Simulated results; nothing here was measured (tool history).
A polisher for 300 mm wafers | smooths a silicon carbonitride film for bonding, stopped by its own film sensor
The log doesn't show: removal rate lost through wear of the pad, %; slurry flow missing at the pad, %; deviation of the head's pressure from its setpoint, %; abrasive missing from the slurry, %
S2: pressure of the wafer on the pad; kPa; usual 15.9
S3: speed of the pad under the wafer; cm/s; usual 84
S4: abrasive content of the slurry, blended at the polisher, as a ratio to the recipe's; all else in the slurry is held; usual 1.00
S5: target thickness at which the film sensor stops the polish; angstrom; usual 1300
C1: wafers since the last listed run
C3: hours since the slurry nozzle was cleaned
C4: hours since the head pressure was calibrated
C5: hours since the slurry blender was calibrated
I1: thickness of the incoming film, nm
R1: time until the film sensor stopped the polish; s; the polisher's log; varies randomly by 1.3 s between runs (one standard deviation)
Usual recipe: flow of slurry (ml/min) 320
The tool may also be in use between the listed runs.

{"run": 1, "day": 0.0, "flow of slurry (ml/min)": 320, "S2": 15.9, "S3": 84, "S4": 1.0, "S5": 1300, "C1": 0, "wafers polished on this pad": 3422, "C3": 169.2, "C4": 1284.8, "C5": 293.8, "I1": 148.3, "R1": 60.7}
{"day": 0.217, "done": "worn pad replaced by a new one"}
{"day": 1.25, "done": "head pressure recalibrated"}
{"run": 2, "day": 4.362, "flow of slurry (ml/min)": 320, "S2": 15.9, "S3": 84, "S4": 1.0, "S5": 1300, "C1": 763, "wafers polished on this pad": 754, "C3": 273.9, "C4": 74.7, "C5": 398.5, "I1": 151.3, "R1": 74.3}
{"day": 5.2, "done": "slurry blender recalibrated"}
{"run": 3, "day": 7.2, "flow of slurry (ml/min)": 320, "S2": 15.9, "S3": 84, "S4": 1.0, "S5": 1300, "C1": 511, "wafers polished on this pad": 1266, "C3": 342.0, "C4": 142.8, "C5": 48.0, "I1": 152.2, "R1": 76.2}
{"run": 4, "day": 11.267, "flow of slurry (ml/min)": 295, "S2": 15.9, "S3": 84, "S4": 1.0, "S5": 1300, "C1": 755, "wafers polished on this pad": 2021, "C3": 439.6, "C4": 240.4, "C5": 145.6, "I1": 149.6, "R1": 64.6}
{"day": 13.479, "done": "slurry nozzle cleaned"}
{"run": 5, "day": 14.608, "flow of slurry (ml/min)": 295, "S2": 15.9, "S3": 84, "S4": 1.0, "S5": 1300, "C1": 613, "wafers polished on this pad": 2634, "C3": 27.1, "C4": 320.6, "C5": 225.8, "I1": 150.8, "R1": 69.3}
{"run": 6, "day": 18.325, "flow of slurry (ml/min)": 320, "S2": 15.9, "S3": 84, "S4": 1.0, "S5": 1300, "C1": 690, "wafers polished on this pad": 3325, "C3": 116.3, "C4": 409.8, "C5": 315.0, "I1": 149.1, "R1": 63.4}
{"day": 19.575, "done": "worn pad replaced by a new one"}
{"day": 23.258, "done": "slurry blender recalibrated"}
{"run": 7, "day": 28.525, "flow of slurry (ml/min)": 320, "S2": 15.9, "S3": 84, "S4": 1.0, "S5": 1300, "C1": 1848, "wafers polished on this pad": 1647, "C3": 361.1, "C4": 654.6, "C5": 126.4, "I1": 149.5, "R1": 66.1}
{"run": 8, "day": 32.325, "flow of slurry (ml/min)": 320, "S2": 15.9, "S3": 84, "S4": 1.0, "S5": 1300, "C1": 705, "wafers polished on this pad": 2353, "C3": 452.3, "C4": 745.8, "C5": 217.6, "I1": 150.1, "R1": 66.4}
{"day": 32.788, "done": "slurry nozzle cleaned"}
{"run": 9, "day": 35.233, "flow of slurry (ml/min)": 320, "S2": 15.9, "S3": 84, "S4": 1.0, "S5": 1300, "C1": 532, "wafers polished on this pad": 2885, "C3": 58.7, "C4": 815.6, "C5": 287.4, "I1": 150.1, "R1": 65.8}
{"day": 37.521, "done": "worn pad replaced by a new one"}
{"run": 10, "day": 38.296, "flow of slurry (ml/min)": 320, "S2": 15.9, "S3": 84, "S4": 1.0, "S5": 1300, "C1": 537, "wafers polished on this pad": 143, "C3": 132.2, "C4": 889.1, "C5": 360.9, "I1": 149.8, "R1": 67.6}
{"day": 39.65, "done": "slurry blender recalibrated"}
{"run": 11, "day": 40.608, "flow of slurry (ml/min)": 320, "S2": 15.9, "S3": 84, "S4": 1.0, "S5": 1300, "C1": 414, "wafers polished on this pad": 558, "C3": 187.7, "C4": 944.6, "C5": 23.0, "I1": 149.5, "R1": 66.1}
{"run": 12, "day": 42.246, "flow of slurry (ml/min)": 320, "S2": 15.9, "S3": 84, "S4": 1.0, "S5": 1300, "C1": 304, "wafers polished on this pad": 862, "C3": 227.0, "C4": 983.9, "C5": 62.3, "I1": 150.5, "R1": 68.3}
{"run": 13, "day": 45.038, "flow of slurry (ml/min)": 320, "S2": 15.9, "S3": 84, "S4": 1.0, "S5": 1300, "C1": 518, "wafers polished on this pad": 1380, "C3": 294.0, "C4": 1050.9, "C5": 129.3, "I1": 147.6, "R1": 58.4}
{"run": 14, "day": 49.029, "flow of slurry (ml/min)": 320, "S2": 15.9, "S3": 84, "S4": 1.0, "S5": 1300, "C1": 741, "wafers polished on this pad": 2122, "C3": 389.8, "C4": 1146.7, "C5": 225.1, "I1": 150.6, "R1": 67.7}
{"day": 51.246, "done": "slurry nozzle cleaned"}
{"run": 15, "day": 52.642, "flow of slurry (ml/min)": 320, "S2": 15.9, "S3": 84, "S4": 1.0, "S5": 1230, "C1": 663, "wafers polished on this pad": 2785, "C3": 33.5, "C4": 1233.4, "C5": 311.8, "I1": 148.6, "R1": 84.3}
{"run": 16, "day": 54.517, "flow of slurry (ml/min)": 410, "S2": 11.0, "S3": 84, "S4": 1.0, "S5": 1300, "C1": 348, "wafers polished on this pad": 3133, "C3": 78.5, "C4": 1278.4, "C5": 356.8, "I1": 148.3, "R1": 71.5}
{"day": 54.896, "done": "worn pad replaced by a new one"}
{"day": 56.438, "done": "head pressure recalibrated"}
{"day": 56.533, "done": "slurry blender recalibrated"}
{"run": 17, "day": 56.933, "flow of slurry (ml/min)": 320, "S2": 15.9, "S3": 84, "S4": 1.0, "S5": 1300, "C1": 387, "wafers polished on this pad": 347, "C3": 136.5, "C4": 11.9, "C5": 9.6, "I1": 149.1, "R1": 59.1}
{"run": 18, "day": 59.167, "flow of slurry (ml/min)": 320, "S2": 15.9, "S3": 84, "S4": 1.0, "S5": 1300, "C1": 414, "wafers polished on this pad": 762, "C3": 190.1, "C4": 65.5, "C5": 63.2, "I1": 151.0, "R1": 65.6}
{"run": 19, "day": 61.471, "flow of slurry (ml/min)": 320, "S2": 18.6, "S3": 84, "S4": 1.0, "S5": 1300, "C1": 428, "wafers polished on this pad": 1190, "C3": 245.4, "C4": 120.8, "C5": 118.5, "I1": 147.2, "R1": 47.6}
{"run": 20, "day": 63.925, "flow of slurry (ml/min)": 395, "S2": 15.9, "S3": 84, "S4": 1.0, "S5": 1300, "C1": 455, "wafers polished on this pad": 1646, "C3": 304.3, "C4": 179.7, "C5": 177.4, "I1": 149.4, "R1": 58.9}
{"run": 21, "day": 65.875, "flow of slurry (ml/min)": 375, "S2": 15.9, "S3": 84, "S4": 1.0, "S5": 1370, "C1": 362, "wafers polished on this pad": 2008, "C3": 351.1, "C4": 226.5, "C5": 224.2, "I1": 149.3, "R1": 37.1}
{"run": 22, "day": 69.329, "flow of slurry (ml/min)": 295, "S2": 15.9, "S3": 84, "S4": 1.0, "S5": 1300, "C1": 641, "wafers polished on this pad": 2650, "C3": 434.0, "C4": 309.4, "C5": 307.1, "I1": 149.0, "R1": 61.5}
{"day": 70.533, "done": "head pressure recalibrated, repeated, since the last time left the tool worse"}
{"run": 23, "day": 71.167, "flow of slurry (ml/min)": 320, "S2": 20.0, "S3": 98, "S4": 1.0, "S5": 1340, "C1": 325, "wafers polished on this pad": 2976, "C3": 478.1, "C4": 15.2, "C5": 351.2, "I1": 150.5, "R1": 43.8}
{"day": 71.554, "done": "worn pad replaced by a new one"}
{"day": 72.208, "done": "slurry nozzle cleaned"}
{"day": 72.888, "done": "slurry blender recalibrated"}
{"run": 24, "day": 73.333, "flow of slurry (ml/min)": 320, "S2": 15.9, "S3": 84, "S4": 1.25, "S5": 1300, "C1": 348, "wafers polished on this pad": 306, "C3": 27.0, "C4": 67.2, "C5": 10.7, "I1": 150.6, "R1": 64.4}
{"run": 25, "day": 75.838, "flow of slurry (ml/min)": 320, "S2": 20.7, "S3": 98, "S4": 0.75, "S5": 1320, "C1": 465, "wafers polished on this pad": 772, "C3": 87.1, "C4": 127.3, "C5": 70.8, "I1": 149.9, "R1": 53.6}
{"run": 26, "day": 80.267, "flow of slurry (ml/min)": 320, "S2": 13.8, "S3": 84, "S4": 1.0, "S5": 1300, "C1": 822, "wafers polished on this pad": 1594, "C3": 193.4, "C4": 233.6, "C5": 177.1, "I1": 152.2, "R1": 81.8}
{"run": 27, "day": 83.558, "flow of slurry (ml/min)": 320, "S2": 15.9, "S3": 84, "S4": 1.0, "S5": 1300, "C1": 611, "wafers polished on this pad": 2206, "C3": 272.4, "C4": 312.6, "C5": 256.1, "I1": 152.5, "R1": 74.6}
{"run": 28, "day": 85.488, "flow of slurry (ml/min)": 320, "S2": 15.9, "S3": 84, "S4": 1.0, "S5": 1300, "C1": 358, "wafers polished on this pad": 2564, "C3": 318.7, "C4": 358.9, "C5": 302.4, "I1": 149.2, "R1": 66.5}
{"run": 29, "day": 89.142, "flow of slurry (ml/min)": 320, "S2": 15.9, "S3": 56, "S4": 1.0, "S5": 1300, "C1": 678, "wafers polished on this pad": 3243, "C3": 406.4, "C4": 446.6, "C5": 390.1, "I1": 150.0, "R1": 84.7}

Each row is a separate what-if for the run after 29, all from the same tool condition, not one after another. Results?
{"run": "A", "day": 89.162, "flow of slurry (ml/min)": 320, "S2": 15.9, "S3": 84, "S4": 1.0, "S5": 1300, "C1": 3, "wafers polished on this pad": 3247, "C3": 406.9, "C4": 447.1, "C5": 390.6, "I1": 150.3, "R1": "?"}
{"run": "B", "day": 89.162, "flow of slurry (ml/min)": 320, "S2": 20.0, "S3": 114, "S4": 1.1, "S5": 1300, "C1": 3, "wafers polished on this pad": 3247, "C3": 406.9, "C4": 447.1, "C5": 390.6, "I1": 150.3, "R1": "?"}
{"run": "C", "day": 89.162, "flow of slurry (ml/min)": 320, "S2": 20.7, "S3": 84, "S4": 1.2, "S5": 1300, "C1": 3, "wafers polished on this pad": 3247, "C3": 406.9, "C4": 447.1, "C5": 390.6, "I1": 150.3, "R1": "?"}
{"run": "D", "day": 89.162, "flow of slurry (ml/min)": 255, "S2": 13.8, "S3": 84, "S4": 1.15, "S5": 1250, "C1": 3, "wafers polished on this pad": 3247, "C3": 406.9, "C4": 447.1, "C5": 390.6, "I1": 150.3, "R1": "?"}

run=A R1=69.2
run=B R1=46.5
run=C R1=53.6
run=D R1=90.1
Without the tool's hidden state the same runs would have given:
run=A R1=69.5
run=B R1=46.7
run=C R1=53.8
run=D R1=90.5
